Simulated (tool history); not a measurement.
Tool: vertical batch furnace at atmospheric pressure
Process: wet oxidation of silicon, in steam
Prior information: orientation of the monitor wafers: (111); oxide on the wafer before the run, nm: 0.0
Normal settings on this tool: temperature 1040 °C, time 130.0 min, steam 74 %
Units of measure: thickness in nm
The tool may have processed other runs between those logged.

run   hour  temperature   time  steam  read-back reference wafer on the same gauge, thickness  thickness
  1    0.0         1040  130.0     74                                                  786.02     803.81
  2    9.5         1040  130.0     74                                                  785.81     802.68
  3   28.2         1034  130.0     74                                                  785.57     783.43
  4   45.5         1040  130.0     74                                                  785.96     804.09
  5   54.5         1040  130.0     74                                                  786.50     803.94
  6  100.8         1040  130.0     74                                                  785.75     806.90
     131.9  -- steam generator serviced
  7  132.4         1040  130.0     74                                                  785.92     808.29
  8  137.7         1040  130.0     74                                                  786.12     806.95
  9  143.0         1040  130.0     74                                                  785.92     805.17
 10  161.7         1040  130.0     74                                                  785.76     809.17
 11  183.9         1040  130.0     67                                                  786.22     763.80
 12  194.1         1040  105.5     74                                                  785.63     721.08
     204.8  -- gauge calibrated
     222.3  -- thermocouples replaced and temperature profile calibrated
 13  222.8         1040   83.5     86                                                  786.11     672.34
 14  228.1         1059   78.0     85                                                  786.31     693.90
 15  242.0         1059   78.0     85                                                  786.24     694.52
 16  255.7         1040  155.0     83                                                  786.20     930.34
 17  271.8         1032  192.5     64                                                  786.04     881.39
 18  283.3         1029  160.5     84                                                  785.99     916.09
 19  303.2         1034  130.0     74                                                  785.94     772.84
 20  323.9         1050  177.0     74                                                  785.70     972.54
 21  336.8         1040  130.0     74                                                  786.17     791.33
 22  375.0         1025  130.0     74                                                  786.17     744.39
 23  393.1         1040  130.0     74                                                  786.08     792.09
 24  406.0         1059   78.0     85                                                  785.62     694.39
 25  419.7         1040  104.5     78                                                  785.58     721.61

5 ways to go on from here, each from the tool as it stands after run 25. What would each give?
  A  425.1         1040  130.0     84                                                       ?          ?
  B  425.1         1053  163.0     70                                                       ?          ?
  C  425.1         1040  178.0     74                                                       ?          ?
  D  425.1         1040   77.0     74                                                       ?          ?
  E  425.1         1040  130.0     70                                                       ?          ?

run  read-back reference wafer on the same gauge, thickness  thickness
  A                                                  786.03     848.52
  B                                                  786.03     912.61
  C                                                  786.03     940.60
  D                                                  786.03     589.07
  E                                                  786.03     766.98
Stripped of hidden state, with their random variation kept, the same runs would have yielded:
run  thickness
  A     845.68
  B     909.74
  C     937.54
  D     586.86
  E     764.33

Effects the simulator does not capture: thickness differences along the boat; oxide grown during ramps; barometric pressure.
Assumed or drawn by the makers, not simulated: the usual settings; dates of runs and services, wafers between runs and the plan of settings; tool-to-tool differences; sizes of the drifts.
